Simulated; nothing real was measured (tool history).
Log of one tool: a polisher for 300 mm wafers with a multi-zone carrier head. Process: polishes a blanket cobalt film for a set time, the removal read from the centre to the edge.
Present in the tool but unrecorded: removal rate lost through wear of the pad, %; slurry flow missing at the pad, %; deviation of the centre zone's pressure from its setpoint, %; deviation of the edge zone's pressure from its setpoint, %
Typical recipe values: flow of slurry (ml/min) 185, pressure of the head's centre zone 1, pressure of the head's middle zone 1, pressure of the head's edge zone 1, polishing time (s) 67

run	hour	flow of slurry (ml/min)	pressure of the head's centre zone	pressure of the head's middle zone	pressure of the head's edge zone	polishing time (s)	wafers since the last listed run	wafers polished on this pad	hours since the slurry nozzle was cleaned	hours since the centre zone pressure was calibrated	hours since the edge zone pressure was calibrated	hours since the carrier head's membrane was replaced	incoming thickness of the incoming film, nm	film removed at the wafer's centre (angstrom)	film removed at mid-radius (angstrom)	film removed at the wafer's edge (angstrom)
1	0	185	0.94	1	1	67	0	773	172.5	229	909.4	133.3	1316.9	3162	3391	3326
2	147	185	0.94	1	1	67	1481	2254	319.5	376	1056.4	280.3	1329.6	2961	3198	3192
# hour 196.7: worn pad replaced by a new one
3	212.3	185	0.94	1	1	67	617	157	384.8	441.3	1121.7	345.6	1324.8	3264	3455	3477
4	297.5	185	1	1	1	67	858	1015	470	526.5	1206.9	430.8	1339.3	3373	3303	3358
# hour 354.3: slurry nozzle cleaned
5	396.4	185	1	1	1	67	986	2002	42.1	625.4	1305.8	529.7	1341.5	3183	3161	3154
# hour 446.9: worn pad replaced by a new one
6	455.4	185	1	1	1	52	554	85	101.1	684.4	1364.8	588.7	1309.5	2729	2702	2727
7	523.8	220	1	1	1	82	689	774	169.5	752.8	1433.2	657.1	1312.3	4203	4267	4214
# hour 544.6: edge zone pressure recalibrated
8	574.7	185	1	1.04	1	67	492	1267	220.4	803.7	30.1	708	1308.7	3336	3376	3333
9	678.1	185	1.1	1.11	0.9	80	1041	2308	323.8	907.1	133.5	811.4	1303.5	4057	4105	3607
# hour 716: worn pad replaced by a new one
# hour 837.2: centre zone pressure recalibrated
10	882.9	225	0.95	1	1	87	2003	1661	528.6	45.7	338.3	1016.2	1344.5	4163	4439	4223
# hour 899.4: slurry nozzle cleaned
11	921.8	245	0.96	1.1	0.95	67	381	2042	22.4	84.6	377.2	1055.1	1315.1	3260	3525	3172
# hour 958.7: worn pad replaced by a new one
# hour 1003.2: carrier head's membrane replaced by a new one
12	1026.3	185	1	1	1	67	962	630	126.9	189.1	481.7	23.1	1335.7	3385	3456	3401
13	1129.5	185	1	0.93	0.92	78	1039	1670	230.1	292.3	584.9	126.3	1343.8	3784	3593	3594
14	1209.9	185	1	1	1	77	810	2480	310.5	372.7	665.3	206.7	1337.3	3565	3607	3608
# hour 1240.3: worn pad replaced by a new one
15	1284.7	205	1	1	0.96	67	713	447	385.3	447.5	740.1	281.5	1343.7	3433	3367	3339

Predict each of these 3 candidate next runs independently; none follows another, all start after run 15:
A	1285.1	185	1	0.95	1	67	4	451	385.7	447.9	740.5	281.9	1333.9	?	?	?
B	1285.1	240	1	0.91	0.89	55	4	451	385.7	447.9	740.5	281.9	1333.9	?	?	?
C	1285.1	250	1.12	1	1.1	67	4	451	385.7	447.9	740.5	281.9	1333.9	?	?	?

run	film removed at the wafer's centre (angstrom)	film removed at mid-radius (angstrom)	film removed at the wafer's edge (angstrom)
A	3413	3167	3406
B	2909	2611	2721
C	3925	3412	3670
What these runs would have given with no unlogged condition in the tool:
run	film removed at the wafer's centre (angstrom)	film removed at mid-radius (angstrom)	film removed at the wafer's edge (angstrom)
A	3531	3276	3524
B	3010	2701	2814
C	4061	3530	3796
